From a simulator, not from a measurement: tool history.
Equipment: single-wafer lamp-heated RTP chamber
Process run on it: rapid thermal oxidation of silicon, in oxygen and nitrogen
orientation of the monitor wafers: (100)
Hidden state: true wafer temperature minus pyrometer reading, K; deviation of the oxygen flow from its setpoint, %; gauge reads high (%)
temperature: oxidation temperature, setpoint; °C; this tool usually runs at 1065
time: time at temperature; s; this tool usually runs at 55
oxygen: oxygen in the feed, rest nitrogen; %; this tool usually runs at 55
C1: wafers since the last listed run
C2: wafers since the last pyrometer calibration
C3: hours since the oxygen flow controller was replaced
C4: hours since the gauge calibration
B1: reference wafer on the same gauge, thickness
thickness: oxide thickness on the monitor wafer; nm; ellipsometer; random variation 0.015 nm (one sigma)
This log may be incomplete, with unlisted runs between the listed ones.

Run 1, day 0: usual settings but temperature 1052 °C; C1 0; C2 4657; C3 3729.2; C4 51.8; B1 7.207. Result: thickness 6.516 nm.
Run 2, day 0.292: usual settings; C1 48; C2 4706; C3 3736.2; C4 58.8; B1 7.211. Result: thickness 7.075 nm.
Run 3, day 0.908: usual settings; C1 102; C2 4808; C3 3751; C4 73.6; B1 7.21. Result: thickness 7.104 nm.
Run 4, day 1.35: usual settings; C1 73; C2 4882; C3 3761.6; C4 84.2; B1 7.213. Result: thickness 7.071 nm.
Run 5, day 1.704: usual settings but oxygen 71 %; C1 58; C2 4941; C3 3770.1; C4 92.7; B1 7.208. Result: thickness 7.774 nm.
Run 6, day 2.25: usual settings but oxygen 71 %; C1 90; C2 5031; C3 3783.2; C4 105.8; B1 7.209. Result: thickness 7.731 nm.
Run 7, day 2.938: usual settings but time 71 s; C1 114; C2 5146; C3 3799.7; C4 122.3; B1 7.21. Result: thickness 7.919 nm.
Run 8, day 3.196: usual settings but time 71 s; C1 42; C2 5189; C3 3805.9; C4 128.5; B1 7.207. Result: thickness 7.964 nm.
Run 9, day 3.796: usual settings but time 71 s; C1 99; C2 5288; C3 3820.3; C4 142.9; B1 7.21. Result: thickness 7.975 nm.
At day 4.454: oxygen flow controller replaced.
Run 10, day 4.475: usual settings but temperature 1044 °C; C1 57; C2 5346; C3 0.5; C4 159.2; B1 7.212. Result: thickness 6.186 nm.
Run 11, day 4.55: usual settings; C1 12; C2 5358; C3 2.3; C4 161; B1 7.21. Result: thickness 7.103 nm.
Run 12, day 4.925: usual settings but time 71 s; C1 62; C2 5421; C3 11.3; C4 170; B1 7.211. Result: thickness 7.959 nm.
At day 5.296: pyrometer window cleaned and pyrometer calibrated.
Run 13, day 5.412: usual settings but temperature 1037 °C, time 39 s; C1 25; C2 19; C3 23; C4 181.7; B1 7.208. Result: thickness 4.761 nm.
Run 14, day 5.933: usual settings but temperature 1083 °C, oxygen 74 %; C1 86; C2 105; C3 35.5; C4 194.2; B1 7.21. Result: thickness 8.383 nm.
At day 6.254: gauge calibrated.
Run 15, day 6.517: usual settings but oxygen 79 %; C1 96; C2 202; C3 49.5; C4 6.3; B1 7.212. Result: thickness 7.684 nm.
Run 16, day 6.933: usual settings; C1 69; C2 272; C3 59.5; C4 16.3; B1 7.21. Result: thickness 6.738 nm.
Run 17, day 7.192: usual settings but oxygen 40 %; C1 42; C2 314; C3 65.7; C4 22.5; B1 7.21. Result: thickness 6.036 nm.
Run 18, day 7.512: usual settings but temperature 1086 °C; C1 53; C2 368; C3 73.4; C4 30.2; B1 7.212. Result: thickness 7.756 nm.
Run 19, day 7.954: usual settings but temperature 1085 °C, time 29 s, oxygen 63 %; C1 73; C2 441; C3 84; C4 40.8; B1 7.209. Result: thickness 6.156 nm.

The tool's hidden state at each run:
deviation of the oxygen flow from its setpoint, %: 0 across all the runs
gauge reads high (%): 0 across all the runs
H1: true wafer temperature minus pyrometer reading, K
run    H1
  1  10.4
  2  10.4
  3  10.5
  4  10.5
  5  10.5
  6  10.6
  7  10.6
  8  10.6
  9  10.6
 10  10.7
 11  10.7
 12  10.7
 13  1.35
 14  1.84
 15  2.35
 16  2.71
 17  2.92
 18  3.18
 19  3.52
